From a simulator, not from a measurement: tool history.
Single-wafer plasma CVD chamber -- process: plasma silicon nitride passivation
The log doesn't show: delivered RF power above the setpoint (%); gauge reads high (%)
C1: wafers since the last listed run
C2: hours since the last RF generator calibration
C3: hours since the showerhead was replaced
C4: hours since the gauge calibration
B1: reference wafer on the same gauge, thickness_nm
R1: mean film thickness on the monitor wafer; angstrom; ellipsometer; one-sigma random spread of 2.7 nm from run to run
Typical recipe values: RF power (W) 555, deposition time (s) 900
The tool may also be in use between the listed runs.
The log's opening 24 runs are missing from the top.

-- hour=2234.1 showerhead replaced
run 25 hour=2234.6 | RF_power_(W)=610 deposition_time_(s)=812 | C1=469 C2=982.2 C3=0.5 C4=1266 | B1=1160.532 | R1=11723.9
run 26 hour=2300.1 | RF_power_(W)=625 deposition_time_(s)=825 | C1=99 C2=1047.7 C3=66 C4=1331.5 | B1=1159.697 | R1=11962.66
run 27 hour=2341.4 | RF_power_(W)=500 deposition_time_(s)=817 | C1=62 C2=1089 C3=107.3 C4=1372.8 | B1=1159.726 | R1=10917.03
-- hour=2358 RF generator calibrated
run 28 hour=2409.9 | RF_power_(W)=555 deposition_time_(s)=900 | C1=91 C2=51.9 C3=175.8 C4=1441.3 | B1=1160.086 | R1=12779.99
run 29 hour=2475.4 | RF_power_(W)=485 deposition_time_(s)=1035 | C1=99 C2=117.4 C3=241.3 C4=1506.8 | B1=1159.777 | R1=13955.76
run 30 hour=2568.8 | RF_power_(W)=490 deposition_time_(s)=950 | C1=141 C2=210.8 C3=334.7 C4=1600.2 | B1=1159.746 | R1=12822.17
run 31 hour=2651.9 | RF_power_(W)=655 deposition_time_(s)=1000 | C1=125 C2=293.9 C3=417.8 C4=1683.3 | B1=1160.222 | R1=14996.68
run 32 hour=2734.3 | RF_power_(W)=555 deposition_time_(s)=900 | C1=124 C2=376.3 C3=500.2 C4=1765.7 | B1=1159.766 | R1=12747.73
run 33 hour=2780.3 | RF_power_(W)=490 deposition_time_(s)=751 | C1=69 C2=422.3 C3=546.2 C4=1811.7 | B1=1160.001 | R1=10127.87
run 34 hour=2830.8 | RF_power_(W)=490 deposition_time_(s)=751 | C1=76 C2=472.8 C3=596.7 C4=1862.2 | B1=1160.297 | R1=10076.05
run 35 hour=2908.4 | RF_power_(W)=555 deposition_time_(s)=900 | C1=117 C2=550.4 C3=674.3 C4=1939.8 | B1=1160.145 | R1=12680.14
run 36 hour=2966.2 | RF_power_(W)=600 deposition_time_(s)=1002 | C1=87 C2=608.2 C3=732.1 C4=1997.6 | B1=1159.89 | R1=14448.87
run 37 hour=3064.5 | RF_power_(W)=630 deposition_time_(s)=848 | C1=148 C2=706.5 C3=830.4 C4=2095.9 | B1=1159.662 | R1=12439.83

Alternative continuations, all from the tool just after run 37; predict every row:
run A hour=3065.2 | RF_power_(W)=555 deposition_time_(s)=900 | C1=1 C2=707.2 C3=831.1 C4=2096.6 | B1=? | R1=?
run B hour=3065.2 | RF_power_(W)=480 deposition_time_(s)=958 | C1=1 C2=707.2 C3=831.1 C4=2096.6 | B1=? | R1=?
run C hour=3065.2 | RF_power_(W)=605 deposition_time_(s)=900 | C1=1 C2=707.2 C3=831.1 C4=2096.6 | B1=? | R1=?
run D hour=3065.2 | RF_power_(W)=555 deposition_time_(s)=1077 | C1=1 C2=707.2 C3=831.1 C4=2096.6 | B1=? | R1=?

run=A B1=1159.748 R1=12629.32
run=B B1=1159.748 R1=12736.73
run=C B1=1159.748 R1=13030.23
run=D B1=1159.748 R1=15113.08
What these runs would have given with no unlogged condition in the tool:
run=A R1=12808.68
run=B R1=12917.63
run=C R1=13215.29
run=D R1=15327.73
